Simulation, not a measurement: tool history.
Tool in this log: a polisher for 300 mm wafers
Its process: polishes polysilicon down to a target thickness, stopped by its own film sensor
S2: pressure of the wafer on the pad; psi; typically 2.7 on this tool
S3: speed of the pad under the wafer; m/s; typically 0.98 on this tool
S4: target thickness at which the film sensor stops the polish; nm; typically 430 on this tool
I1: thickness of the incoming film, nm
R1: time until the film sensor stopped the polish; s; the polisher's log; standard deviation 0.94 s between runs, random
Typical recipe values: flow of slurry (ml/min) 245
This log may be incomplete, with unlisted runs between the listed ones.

run 1 hour=0.0 | flow_of_slurry_(ml/min)=290 S2=2.7 S3=0.98 S4=430 | I1=1203.0 | R1=101.5
run 2 hour=16.3 | flow_of_slurry_(ml/min)=290 S2=2.7 S3=0.98 S4=430 | I1=1182.1 | R1=99.8
run 3 hour=36.5 | flow_of_slurry_(ml/min)=245 S2=2.2 S3=0.98 S4=430 | I1=1209.4 | R1=120.0
run 4 hour=47.2 | flow_of_slurry_(ml/min)=245 S2=2.7 S3=0.76 S4=430 | I1=1186.1 | R1=130.3
-- hour=59.1 worn pad replaced by a new one
run 5 hour=59.6 | flow_of_slurry_(ml/min)=245 S2=2.7 S3=0.76 S4=430 | I1=1210.0 | R1=127.8
run 6 hour=74.7 | flow_of_slurry_(ml/min)=245 S2=2.7 S3=0.76 S4=430 | I1=1186.3 | R1=124.1
run 7 hour=85.1 | flow_of_slurry_(ml/min)=245 S2=2.7 S3=0.98 S4=278 | I1=1218.6 | R1=123.8
run 8 hour=102.0 | flow_of_slurry_(ml/min)=245 S2=2.7 S3=0.88 S4=430 | I1=1202.7 | R1=114.4
run 9 hour=108.9 | flow_of_slurry_(ml/min)=245 S2=2.7 S3=0.98 S4=430 | I1=1205.1 | R1=103.5
run 10 hour=126.0 | flow_of_slurry_(ml/min)=245 S2=2.7 S3=0.98 S4=430 | I1=1218.1 | R1=106.2
run 11 hour=138.1 | flow_of_slurry_(ml/min)=245 S2=2.7 S3=0.98 S4=430 | I1=1182.3 | R1=103.4
run 12 hour=152.2 | flow_of_slurry_(ml/min)=200 S2=2.7 S3=0.98 S4=430 | I1=1214.8 | R1=113.7
-- hour=162.7 worn pad replaced by a new one
run 13 hour=164.7 | flow_of_slurry_(ml/min)=200 S2=2.7 S3=0.98 S4=430 | I1=1177.9 | R1=105.4
run 14 hour=181.7 | flow_of_slurry_(ml/min)=200 S2=2.7 S3=0.98 S4=430 | I1=1202.8 | R1=108.8
-- hour=192.4 slurry nozzle cleaned
run 15 hour=196.3 | flow_of_slurry_(ml/min)=245 S2=2.7 S3=0.98 S4=430 | I1=1187.1 | R1=93.0
run 16 hour=213.7 | flow_of_slurry_(ml/min)=245 S2=2.7 S3=0.98 S4=430 | I1=1183.9 | R1=94.7
run 17 hour=229.8 | flow_of_slurry_(ml/min)=245 S2=2.7 S3=0.98 S4=430 | I1=1214.7 | R1=100.1
run 18 hour=237.8 | flow_of_slurry_(ml/min)=245 S2=2.7 S3=0.98 S4=430 | I1=1177.6 | R1=95.9
run 19 hour=258.2 | flow_of_slurry_(ml/min)=245 S2=2.7 S3=0.98 S4=430 | I1=1195.3 | R1=101.3
run 20 hour=271.5 | flow_of_slurry_(ml/min)=245 S2=2.7 S3=0.98 S4=223 | I1=1183.4 | R1=125.0
-- hour=276.6 worn pad replaced by a new one
run 21 hour=285.2 | flow_of_slurry_(ml/min)=245 S2=2.7 S3=0.98 S4=430 | I1=1200.0 | R1=95.8
run 22 hour=296.5 | flow_of_slurry_(ml/min)=200 S2=2.0 S3=1.08 S4=430 | I1=1185.2 | R1=107.7
run 23 hour=307.1 | flow_of_slurry_(ml/min)=245 S2=2.7 S3=0.98 S4=259 | I1=1171.8 | R1=114.4
run 24 hour=313.5 | flow_of_slurry_(ml/min)=245 S2=2.7 S3=0.98 S4=430 | I1=1219.2 | R1=99.7
run 25 hour=321.9 | flow_of_slurry_(ml/min)=195 S2=2.7 S3=0.98 S4=527 | I1=1180.6 | R1=86.3
run 26 hour=336.9 | flow_of_slurry_(ml/min)=245 S2=2.0 S3=0.68 S4=249 | I1=1197.5 | R1=201.3
run 27 hour=347.2 | flow_of_slurry_(ml/min)=245 S2=2.7 S3=0.98 S4=430 | I1=1174.8 | R1=96.2
run 28 hour=359.3 | flow_of_slurry_(ml/min)=285 S2=2.7 S3=0.68 S4=290 | I1=1205.7 | R1=158.0
run 29 hour=367.1 | flow_of_slurry_(ml/min)=245 S2=2.7 S3=1.28 S4=430 | I1=1191.2 | R1=78.8
-- hour=370.8 head pressure recalibrated
run 30 hour=374.6 | flow_of_slurry_(ml/min)=175 S2=2.7 S3=0.98 S4=254 | I1=1202.1 | R1=131.4
-- hour=381.6 worn pad replaced by a new one
run 31 hour=383.3 | flow_of_slurry_(ml/min)=170 S2=2.7 S3=0.98 S4=430 | I1=1219.3 | R1=105.6
run 32 hour=400.2 | flow_of_slurry_(ml/min)=310 S2=3.3 S3=0.98 S4=674 | I1=1205.4 | R1=57.7
run 33 hour=417.5 | flow_of_slurry_(ml/min)=310 S2=2.7 S3=0.70 S4=430 | I1=1197.9 | R1=127.2
run 34 hour=468.9 | flow_of_slurry_(ml/min)=245 S2=2.7 S3=0.70 S4=430 | I1=1183.3 | R1=132.3
run 35 hour=476.0 | flow_of_slurry_(ml/min)=245 S2=2.7 S3=0.98 S4=430 | I1=1198.1 | R1=101.6
run 36 hour=491.4 | flow_of_slurry_(ml/min)=245 S2=2.7 S3=1.24 S4=430 | I1=1210.6 | R1=84.4
-- hour=503.6 worn pad replaced by a new one
run 37 hour=504.1 | flow_of_slurry_(ml/min)=245 S2=2.0 S3=0.98 S4=430 | I1=1187.4 | R1=115.3

Predict each of these 4 candidate next runs independently; none follows another, all start after run 37:
run A hour=504.6 | flow_of_slurry_(ml/min)=245 S2=2.7 S3=0.98 S4=430 | I1=1197.8 | R1=?
run B hour=504.6 | flow_of_slurry_(ml/min)=245 S2=2.7 S3=0.70 S4=228 | I1=1197.8 | R1=?
run C hour=504.6 | flow_of_slurry_(ml/min)=190 S2=2.7 S3=0.98 S4=430 | I1=1197.8 | R1=?
run D hour=504.6 | flow_of_slurry_(ml/min)=315 S2=2.7 S3=0.98 S4=290 | I1=1197.8 | R1=?

run=A R1=97.6
run=B R1=165.2
run=C R1=102.8
run=D R1=111.1
With the hidden condition removed and each run's random variation left untouched, the same runs would have given:
run=A R1=92.6
run=B R1=156.6
run=C R1=95.9
run=D R1=106.6
